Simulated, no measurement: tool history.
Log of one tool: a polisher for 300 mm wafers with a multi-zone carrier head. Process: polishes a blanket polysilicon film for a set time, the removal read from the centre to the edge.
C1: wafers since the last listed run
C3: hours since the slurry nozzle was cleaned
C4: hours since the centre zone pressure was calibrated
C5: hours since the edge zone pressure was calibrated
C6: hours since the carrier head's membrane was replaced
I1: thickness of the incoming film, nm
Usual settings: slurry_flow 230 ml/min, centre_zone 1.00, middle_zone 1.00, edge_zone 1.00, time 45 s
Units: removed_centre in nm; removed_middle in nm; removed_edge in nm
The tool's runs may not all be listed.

{"run": 1, "hour": 0.0, "slurry_flow": 230, "centre_zone": 0.92, "middle_zone": 0.97, "edge_zone": 1.0, "time": 45, "C1": 0, "wafers polished on this pad": 1714, "C3": 187.0, "C4": 1220.7, "C5": 328.0, "C6": 1703.2, "I1": 2029.4, "removed_centre": 438.8, "removed_middle": 459.2, "removed_edge": 489.2}
{"hour": 26.2, "done": "carrier head's membrane replaced by a new one"}
{"run": 2, "hour": 40.4, "slurry_flow": 230, "centre_zone": 1.0, "middle_zone": 1.0, "edge_zone": 1.0, "time": 45, "C1": 355, "wafers polished on this pad": 2070, "C3": 227.4, "C4": 1261.1, "C5": 368.4, "C6": 14.2, "I1": 2036.9, "removed_centre": 477.4, "removed_middle": 458.4, "removed_edge": 485.9}
{"hour": 91.6, "done": "centre zone pressure recalibrated"}
{"run": 3, "hour": 92.1, "slurry_flow": 230, "centre_zone": 1.0, "middle_zone": 1.0, "edge_zone": 1.09, "time": 45, "C1": 499, "wafers polished on this pad": 2569, "C3": 279.1, "C4": 0.5, "C5": 420.1, "C6": 65.9, "I1": 2079.7, "removed_centre": 466.7, "removed_middle": 456.6, "removed_edge": 489.1}
{"hour": 118.5, "done": "edge zone pressure recalibrated"}
{"run": 4, "hour": 162.8, "slurry_flow": 230, "centre_zone": 1.11, "middle_zone": 1.04, "edge_zone": 1.0, "time": 34, "C1": 690, "wafers polished on this pad": 3259, "C3": 349.8, "C4": 71.2, "C5": 44.3, "C6": 136.6, "I1": 2045.1, "removed_centre": 387.0, "removed_middle": 358.3, "removed_edge": 354.3}
{"run": 5, "hour": 227.7, "slurry_flow": 230, "centre_zone": 1.0, "middle_zone": 1.0, "edge_zone": 1.0, "time": 60, "C1": 651, "wafers polished on this pad": 3911, "C3": 414.7, "C4": 136.1, "C5": 109.2, "C6": 201.5, "I1": 2042.3, "removed_centre": 597.6, "removed_middle": 594.0, "removed_edge": 605.4}
{"run": 6, "hour": 268.6, "slurry_flow": 230, "centre_zone": 1.08, "middle_zone": 1.0, "edge_zone": 0.96, "time": 45, "C1": 410, "wafers polished on this pad": 4322, "C3": 455.6, "C4": 177.0, "C5": 150.1, "C6": 242.4, "I1": 2050.9, "removed_centre": 472.5, "removed_middle": 448.4, "removed_edge": 449.3}
{"hour": 288.3, "done": "slurry nozzle cleaned"}
{"hour": 298.1, "done": "worn pad replaced by a new one"}
{"run": 7, "hour": 392.7, "slurry_flow": 165, "centre_zone": 1.0, "middle_zone": 1.06, "edge_zone": 1.0, "time": 38, "C1": 1196, "wafers polished on this pad": 950, "C3": 104.4, "C4": 301.1, "C5": 274.2, "C6": 366.5, "I1": 2037.1, "removed_centre": 371.6, "removed_middle": 396.2, "removed_edge": 393.0}
{"run": 8, "hour": 422.4, "slurry_flow": 230, "centre_zone": 1.0, "middle_zone": 1.0, "edge_zone": 1.0, "time": 45, "C1": 298, "wafers polished on this pad": 1249, "C3": 134.1, "C4": 330.8, "C5": 303.9, "C6": 396.2, "I1": 2029.4, "removed_centre": 490.8, "removed_middle": 471.3, "removed_edge": 485.5}
{"run": 9, "hour": 476.5, "slurry_flow": 230, "centre_zone": 0.94, "middle_zone": 0.96, "edge_zone": 1.09, "time": 45, "C1": 543, "wafers polished on this pad": 1792, "C3": 188.2, "C4": 384.9, "C5": 358.0, "C6": 450.3, "I1": 2025.9, "removed_centre": 445.0, "removed_middle": 451.6, "removed_edge": 514.6}
{"run": 10, "hour": 501.4, "slurry_flow": 230, "centre_zone": 1.0, "middle_zone": 1.0, "edge_zone": 1.0, "time": 45, "C1": 250, "wafers polished on this pad": 2042, "C3": 213.1, "C4": 409.8, "C5": 382.9, "C6": 475.2, "I1": 2073.2, "removed_centre": 481.4, "removed_middle": 472.5, "removed_edge": 482.7}
{"run": 11, "hour": 546.4, "slurry_flow": 230, "centre_zone": 1.0, "middle_zone": 1.1, "edge_zone": 1.0, "time": 33, "C1": 452, "wafers polished on this pad": 2494, "C3": 258.1, "C4": 454.8, "C5": 427.9, "C6": 520.2, "I1": 2047.3, "removed_centre": 342.4, "removed_middle": 368.1, "removed_edge": 354.0}
{"hour": 560.7, "done": "edge zone pressure recalibrated"}
{"run": 12, "hour": 617.9, "slurry_flow": 230, "centre_zone": 1.0, "middle_zone": 1.0, "edge_zone": 1.0, "time": 40, "C1": 698, "wafers polished on this pad": 3193, "C3": 329.6, "C4": 526.3, "C5": 57.2, "C6": 591.7, "I1": 2040.4, "removed_centre": 405.3, "removed_middle": 403.1, "removed_edge": 424.5}
{"hour": 745.7, "done": "slurry nozzle cleaned"}
{"hour": 748.1, "done": "worn pad replaced by a new one"}
{"run": 13, "hour": 809.2, "slurry_flow": 230, "centre_zone": 0.95, "middle_zone": 0.93, "edge_zone": 1.11, "time": 45, "C1": 1887, "wafers polished on this pad": 613, "C3": 63.5, "C4": 717.6, "C5": 248.5, "C6": 783.0, "I1": 2066.6, "removed_centre": 475.6, "removed_middle": 446.6, "removed_edge": 518.9}
{"run": 14, "hour": 847.8, "slurry_flow": 285, "centre_zone": 1.0, "middle_zone": 1.0, "edge_zone": 1.0, "time": 52, "C1": 387, "wafers polished on this pad": 1001, "C3": 102.1, "C4": 756.2, "C5": 287.1, "C6": 821.6, "I1": 2043.5, "removed_centre": 571.6, "removed_middle": 575.0, "removed_edge": 600.1}
{"run": 15, "hour": 919.3, "slurry_flow": 150, "centre_zone": 1.0, "middle_zone": 0.9, "edge_zone": 1.0, "time": 39, "C1": 718, "wafers polished on this pad": 1719, "C3": 173.6, "C4": 827.7, "C5": 358.6, "C6": 893.1, "I1": 2018.3, "removed_centre": 379.3, "removed_middle": 341.1, "removed_edge": 393.9}
{"run": 16, "hour": 975.8, "slurry_flow": 230, "centre_zone": 0.91, "middle_zone": 1.0, "edge_zone": 1.0, "time": 45, "C1": 567, "wafers polished on this pad": 2287, "C3": 230.1, "C4": 884.2, "C5": 415.1, "C6": 949.6, "I1": 2059.0, "removed_centre": 429.8, "removed_middle": 470.7, "removed_edge": 483.3}
{"run": 17, "hour": 1008.7, "slurry_flow": 230, "centre_zone": 0.94, "middle_zone": 0.89, "edge_zone": 0.94, "time": 45, "C1": 330, "wafers polished on this pad": 2617, "C3": 263.0, "C4": 917.1, "C5": 448.0, "C6": 982.5, "I1": 2033.0, "removed_centre": 445.3, "removed_middle": 419.6, "removed_edge": 470.6}
{"run": 18, "hour": 1037.3, "slurry_flow": 165, "centre_zone": 1.0, "middle_zone": 1.0, "edge_zone": 1.05, "time": 45, "C1": 287, "wafers polished on this pad": 2904, "C3": 291.6, "C4": 945.7, "C5": 476.6, "C6": 1011.1, "I1": 2066.5, "removed_centre": 432.7, "removed_middle": 433.1, "removed_edge": 466.0}
{"hour": 1058.9, "done": "edge zone pressure recalibrated"}
{"run": 19, "hour": 1089.6, "slurry_flow": 300, "centre_zone": 1.0, "middle_zone": 1.0, "edge_zone": 1.11, "time": 32, "C1": 505, "wafers polished on this pad": 3410, "C3": 343.9, "C4": 998.0, "C5": 30.7, "C6": 1063.4, "I1": 2054.1, "removed_centre": 348.7, "removed_middle": 335.4, "removed_edge": 367.9}
{"run": 20, "hour": 1129.1, "slurry_flow": 230, "centre_zone": 1.0, "middle_zone": 1.0, "edge_zone": 1.0, "time": 45, "C1": 396, "wafers polished on this pad": 3807, "C3": 383.4, "C4": 1037.5, "C5": 70.2, "C6": 1102.9, "I1": 2052.0, "removed_centre": 454.1, "removed_middle": 452.7, "removed_edge": 474.8}
{"hour": 1142.3, "done": "slurry nozzle cleaned"}
{"run": 21, "hour": 1156.9, "slurry_flow": 210, "centre_zone": 1.0, "middle_zone": 0.91, "edge_zone": 1.0, "time": 54, "C1": 269, "wafers polished on this pad": 4076, "C3": 14.6, "C4": 1065.3, "C5": 98.0, "C6": 1130.7, "I1": 2038.9, "removed_centre": 586.7, "removed_middle": 520.3, "removed_edge": 592.3}

Forecast each of these 5 alternatives for the next run:
{"run": "A", "hour": 1157.3, "slurry_flow": 230, "centre_zone": 1.0, "middle_zone": 1.0, "edge_zone": 1.0, "time": 45, "C1": 4, "wafers polished on this pad": 4080, "C3": 15.0, "C4": 1065.7, "C5": 98.4, "C6": 1131.1, "I1": 2063.9, "removed_centre": "?", "removed_middle": "?", "removed_edge": "?"}
{"run": "B", "hour": 1157.3, "slurry_flow": 230, "centre_zone": 1.0, "middle_zone": 1.0, "edge_zone": 0.9, "time": 39, "C1": 4, "wafers polished on this pad": 4080, "C3": 15.0, "C4": 1065.7, "C5": 98.4, "C6": 1131.1, "I1": 2063.9, "removed_centre": "?", "removed_middle": "?", "removed_edge": "?"}
{"run": "C", "hour": 1157.3, "slurry_flow": 205, "centre_zone": 0.9, "middle_zone": 1.0, "edge_zone": 1.0, "time": 45, "C1": 4, "wafers polished on this pad": 4080, "C3": 15.0, "C4": 1065.7, "C5": 98.4, "C6": 1131.1, "I1": 2063.9, "removed_centre": "?", "removed_middle": "?", "removed_edge": "?"}
{"run": "D", "hour": 1157.3, "slurry_flow": 230, "centre_zone": 1.0, "middle_zone": 1.0, "edge_zone": 1.0, "time": 35, "C1": 4, "wafers polished on this pad": 4080, "C3": 15.0, "C4": 1065.7, "C5": 98.4, "C6": 1131.1, "I1": 2063.9, "removed_centre": "?", "removed_middle": "?", "removed_edge": "?"}
{"run": "E", "hour": 1157.3, "slurry_flow": 265, "centre_zone": 1.0, "middle_zone": 0.96, "edge_zone": 0.93, "time": 38, "C1": 4, "wafers polished on this pad": 4080, "C3": 15.0, "C4": 1065.7, "C5": 98.4, "C6": 1131.1, "I1": 2063.9, "removed_centre": "?", "removed_middle": "?", "removed_edge": "?"}

run=A removed_centre=500.7 removed_middle=486.9 removed_edge=487.3
run=B removed_centre=434.0 removed_middle=422.0 removed_edge=401.9
run=C removed_centre=450.1 removed_middle=478.5 removed_edge=480.9
run=D removed_centre=389.4 removed_middle=378.7 removed_edge=379.0
run=E removed_centre=431.6 removed_middle=404.8 removed_edge=403.5
Without the tool's hidden state the same runs would have given:
run=A removed_centre=503.4 removed_middle=489.2 removed_edge=489.0
run=B removed_centre=436.3 removed_middle=424.1 removed_edge=403.4
run=C removed_centre=452.9 removed_middle=481.1 removed_edge=482.8
run=D removed_centre=391.5 removed_middle=380.5 removed_edge=380.3
run=E removed_centre=433.6 removed_middle=406.5 removed_edge=404.7

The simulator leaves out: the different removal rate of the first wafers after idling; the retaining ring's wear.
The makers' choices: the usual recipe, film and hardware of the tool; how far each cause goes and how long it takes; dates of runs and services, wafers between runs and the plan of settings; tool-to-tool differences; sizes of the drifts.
